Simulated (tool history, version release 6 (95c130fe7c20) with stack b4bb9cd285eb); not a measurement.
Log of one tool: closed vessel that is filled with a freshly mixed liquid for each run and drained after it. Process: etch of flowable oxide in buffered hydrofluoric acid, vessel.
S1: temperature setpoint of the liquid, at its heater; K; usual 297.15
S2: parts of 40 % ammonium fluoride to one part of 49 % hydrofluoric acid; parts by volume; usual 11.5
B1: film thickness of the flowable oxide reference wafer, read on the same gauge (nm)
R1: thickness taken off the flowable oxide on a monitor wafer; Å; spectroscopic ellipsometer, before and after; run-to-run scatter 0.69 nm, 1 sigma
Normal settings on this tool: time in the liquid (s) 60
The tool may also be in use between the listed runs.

Run 1, hour 0: usual settings; B1 30.02. Result: R1 2493.2 Å.
Run 2, hour 12.1: usual settings but S2 14 parts by volume; B1 30.03. Result: R1 2057.6 Å.
Run 3, hour 28.6: usual settings but S2 14 parts by volume; B1 29.99. Result: R1 2059.9 Å.
Run 4, hour 61.2: usual settings; B1 29.97. Result: R1 2517.7 Å.
Run 5, hour 76.5: usual settings; B1 30. Result: R1 2503.3 Å.
At hour 91.7: gauge calibrated.
At hour 99.8: hydrofluoric acid flow meter replaced.
At hour 105.2: thermometer replaced.
Run 6, hour 105.7: usual settings; B1 29.99. Result: R1 2294.4 Å.
Run 7, hour 128.8: usual settings; B1 30.01. Result: R1 2300.7 Å.
Run 8, hour 153.3: usual settings but S2 8.5 parts by volume; B1 30. Result: R1 3005.1 Å.
Run 9, hour 181.2: usual settings but S2 10 parts by volume, time in the liquid (s) 35; B1 29.99. Result: R1 1530.2 Å.
Run 10, hour 203.7: usual settings but S2 15.5 parts by volume; B1 29.99. Result: R1 1725.9 Å.
Run 11, hour 224: usual settings; B1 29.99. Result: R1 2307.1 Å.
Run 12, hour 255.6: usual settings but S1 293.15 K, S2 15.5 parts by volume; B1 30. Result: R1 1380.8 Å.
Run 13, hour 272.4: usual settings but S1 300.15 K, S2 7.5 parts by volume, time in the liquid (s) 45; B1 29.99. Result: R1 3043.1 Å.
Run 14, hour 292: usual settings; B1 30.01. Result: R1 2328.6 Å.

How would selected steps in R1 from run to run divide? Give the signed amount a tool lacking its hidden state would still show from settings, what came in and random variation, and the signed amount left for the hidden state, including any gauge scatter that is not in both of the compared results.
The hidden state here: liquid colder than its thermometer reads (K); hydrofluoric acid flow above the setpoint (%); gauge reads high (%).
Run 5 -> 6: gauge calibrated, hydrofluoric acid flow meter replaced, thermometer replaced. R1 -208.9 Å: hidden state -206.8, all else -2.1.
Run 12 -> 13: S1 293.15 -> 300.15, S2 15.5 -> 7.5, time in the liquid (s) 60 -> 45. R1 +1662.3 Å: hidden state +59.9, all else +1602.4.
